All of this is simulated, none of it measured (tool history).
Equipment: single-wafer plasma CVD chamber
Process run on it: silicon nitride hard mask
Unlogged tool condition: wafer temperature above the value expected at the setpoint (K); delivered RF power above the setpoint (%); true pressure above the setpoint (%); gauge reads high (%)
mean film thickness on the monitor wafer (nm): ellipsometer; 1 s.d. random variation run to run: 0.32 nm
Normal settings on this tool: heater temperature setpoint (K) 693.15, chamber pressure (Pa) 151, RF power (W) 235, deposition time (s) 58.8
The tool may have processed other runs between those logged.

run   hour  heater temperature setpoint (K)  chamber pressure (Pa)  RF power (W)  deposition time (s)  wafers since the last listed run  hours since the last thermocouple change  hours since the last RF generator calibration  hours since the last manometer calibration  hours since the showerhead was replaced  hours since the gauge calibration  read-back reference wafer on the same gauge, thickness_nm  mean film thickness on the monitor wafer (nm)
  1      0                           693.15                    131           235                 58.8                                 0                                       998                                         1776.1                                       448.9                                   2921.8                             1199.3                                                     60.261                                         49.884
  2   16.2                           693.15                    151           250                 58.8                               393                                    1014.2                                         1792.3                                       465.1                                     2938                             1215.5                                                     60.132                                          54.33
  3   40.5                           693.15                    151           235                 58.8                               590                                    1038.5                                         1816.6                                       489.4                                   2962.3                             1239.8                                                     60.251                                         51.331
  4   58.7                           693.15                    151           235                 58.8                               442                                    1056.7                                         1834.8                                       507.6                                   2980.5                               1258                                                     60.223                                         51.937
      84.8  -- showerhead replaced
  5   85.3                           693.15                    151           235                 58.8                               452                                    1083.3                                         1861.4                                       534.2                                      0.5                             1284.6                                                     60.211                                          51.98
     118.4  -- thermocouple changed; heater temperature recalibrated
  6  118.9                           693.15                    151           235                 58.8                               622                                       0.5                                           1895                                       567.8                                     34.1                             1318.2                                                     60.232                                         51.419
  7  142.6                           693.15                    151           235                 58.8                               575                                      24.2                                         1918.7                                       591.5                                     57.8                             1341.9                                                     60.275                                         51.588
  8  166.1                           693.15                    151           235                 58.8                               571                                      47.7                                         1942.2                                         615                                     81.3                             1365.4                                                     60.197                                         51.645
     187.6  -- gauge calibrated
  9  192.6                           693.15                    151           235                 58.8                               643                                      74.2                                         1968.7                                       641.5                                    107.8                                  5                                                     60.132                                         51.327
 10    215                           693.15                    151           235                 58.8                               544                                      96.6                                         1991.1                                       663.9                                    130.2                               27.4                                                     60.254                                         52.092
 11  236.7                           693.15                    151           235                 58.8                               527                                     118.3                                         2012.8                                       685.6                                    151.9                               49.1                                                     60.154                                         52.102
 12  260.1                           693.15                    151           235                 52.9                               568                                     141.7                                         2036.2                                         709                                    175.3                               72.5                                                     60.199                                         46.571
 13    286                           698.15                    181           235                 65.1                               629                                     167.6                                         2062.1                                       734.9                                    201.2                               98.4                                                     60.267                                         59.949
 14    308                           693.15                    131           235                 67.2                               534                                     189.6                                         2084.1                                       756.9                                    223.2                              120.4                                                      60.17                                         56.642
 15  322.6                           679.15                    171           270                 66.9                               354                                     204.2                                         2098.7                                       771.5                                    237.8                                135                                                     60.223                                         67.808
 16  356.7                           693.15                    151           235                 58.8                               828                                     238.3                                         2132.8                                       805.6                                    271.9                              169.1                                                     60.193                                         51.256
 17    391                           693.15                    176           250                 58.8                               833                                     272.6                                         2167.1                                       839.9                                    306.2                              203.4                                                     60.192                                         56.725
 18  407.2                           693.15                    131           235                 58.8                               393                                     288.8                                         2183.3                                       856.1                                    322.4                              219.6                                                     60.182                                         49.017
 19  437.2                           683.15                    175           235                 58.8                               729                                     318.8                                         2213.3                                       886.1                                    352.4                              249.6                                                     60.252                                         54.054
 20  471.2                           693.15                    151           235                 61.8                               826                                     352.8                                         2247.3                                       920.1                                    386.4                              283.6                                                     60.226                                         53.954
 21  502.7                           707.15                    151           235                 58.8                               765                                     384.3                                         2278.8                                       951.6                                    417.9                              315.1                                                     60.223                                          51.31
     526.8  -- capacitance manometer re-zeroed and calibrated
 22  527.3                           693.15                    151           235                 58.8                               403                                     408.9                                         2303.4                                         0.5                                    442.5                              339.7                                                       60.3                                         51.716
     535.7  -- RF generator calibrated
 23  546.7                           707.15                    188           270                 49.4                               277                                     428.3                                             11                                        19.9                                    461.9                              359.1                                                     60.198                                         53.095
 24  559.6                           693.15                    151           235                 58.8                               313                                     441.2                                           23.9                                        32.8                                    474.8                                372                                                     60.236                                         54.516

Run 25 has not been measured yet. What should we expect?
 25  597.4                           693.15                    151           235                 67.2                               918                                       479                                           61.7                                        70.6                                    512.6                              409.8                                                          ?                                              ?

Run 25 yielded read-back reference wafer on the same gauge, thickness_nm 60.154, mean film thickness on the monitor wafer (nm) 61.764.
Minus the tool's unlogged condition, the same run would have read mean film thickness on the monitor wafer (nm) 62.627.
